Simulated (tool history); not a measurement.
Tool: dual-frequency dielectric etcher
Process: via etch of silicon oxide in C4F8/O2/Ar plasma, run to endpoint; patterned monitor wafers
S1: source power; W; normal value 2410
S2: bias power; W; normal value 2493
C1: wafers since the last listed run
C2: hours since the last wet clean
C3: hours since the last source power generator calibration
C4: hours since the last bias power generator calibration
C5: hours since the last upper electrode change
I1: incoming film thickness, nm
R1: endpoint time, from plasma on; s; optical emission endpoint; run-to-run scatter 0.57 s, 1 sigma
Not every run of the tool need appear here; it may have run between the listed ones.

run    hour    S1    S2   C1     C2      C3      C4      C5     I1     R1
  1       0  2410  2098    0  329.3  2485.4   703.1  4383.6  980.9  193.8
  2    56.2  2410  2098  267  385.5  2541.6   759.3  4439.8  978.4  192.2
      262.2  -- wet clean of the chamber
  3   262.7  2240  2493  868    0.5  2748.1   965.8  4646.3    985  194.3
  4     321  2240  2493  277   58.8  2806.4  1024.1  4704.6  981.4  192.1
  5   415.3  2230  2337  448  153.1  2900.7  1118.4  4798.9  980.3    196
  6   485.1  2410  2791  332  222.9  2970.5  1188.2  4868.7  979.7  179.7
  7     551  2780  2625  313  288.8  3036.4  1254.1  4934.6  985.9  168.5
  8   588.3  2780  2625  177  326.1  3073.7  1291.4  4971.9  983.2  169.3
  9   666.1  2410  2493  370  403.9  3151.5  1369.2  5049.7  981.8  185.2
 10   721.8  2410  2493  265  459.6  3207.2  1424.9  5105.4  971.3  183.6
      805.8  -- wet clean of the chamber
 11   806.3  2410  2493  288    0.5  3291.7  1509.4  5189.9    982  184.9
 12   890.7  2410  2493  401   84.9  3376.1  1593.8  5274.3  981.1  185.5
 13   936.3  2410  2692  217  130.5  3421.7  1639.4  5319.9  980.4  180.9
 14   989.6  2660  2873  253  183.8    3475  1692.7  5373.2  977.3  168.1
 15  1084.2  2890  1927  450  278.4  3569.6  1787.3  5467.8  986.6  178.4
 16  1135.6  2410  2493  244  329.8    3621  1838.7  5519.2  988.8  187.2
     1212.2  -- upper electrode replaced
 17  1212.7  2250  2141  252  406.9  3698.1  1915.8     0.5  981.9  200.3
       1245  -- source power generator calibrated
     1253.9  -- wet clean of the chamber
 18  1271.6  2780  2625  219   17.7    26.6  1974.7    59.4  986.9  170.5
     1385.8  -- bias power generator calibrated
 19  1461.1  1820  2493  883  207.2   216.1    75.3   248.9  987.9    219
 20  1522.8  2410  2098  293  268.9   277.8     137   310.6  982.7  192.7
 21  1608.2  2210  2493  406  354.3   363.2   222.4     396  980.5  193.6
 22  1649.4  2820  1896  196  395.5   404.4   263.6   437.2  984.7  181.6
 23  1780.6  2820  1896  624  526.7   535.6   394.8   568.4  982.2  180.7
       1819  -- wet clean of the chamber
 24  1878.3  2050  2493  350   59.3   633.3   492.5   666.1    991  205.9

Each row is a separate what-if for the run after 24, all from the same tool condition, not one after another. Results?
  A  1878.8  2800  2493   2  59.8  633.8  493  666.6  995.2   ?
  B  1878.8  2610  2184   2  59.8  633.8  493  666.6  995.2   ?
  C  1878.8  2070  2493   2  59.8  633.8  493  666.6  995.2   ?
  D  1878.8  1980  1932   2  59.8  633.8  493  666.6  995.2   ?

run     R1
  A  172.3
  B  185.2
  C  204.9
  D  224.9
What these runs would have given with no unlogged condition in the tool:
run     R1
  A  171.1
  B  183.9
  C  203.4
  D  223.4

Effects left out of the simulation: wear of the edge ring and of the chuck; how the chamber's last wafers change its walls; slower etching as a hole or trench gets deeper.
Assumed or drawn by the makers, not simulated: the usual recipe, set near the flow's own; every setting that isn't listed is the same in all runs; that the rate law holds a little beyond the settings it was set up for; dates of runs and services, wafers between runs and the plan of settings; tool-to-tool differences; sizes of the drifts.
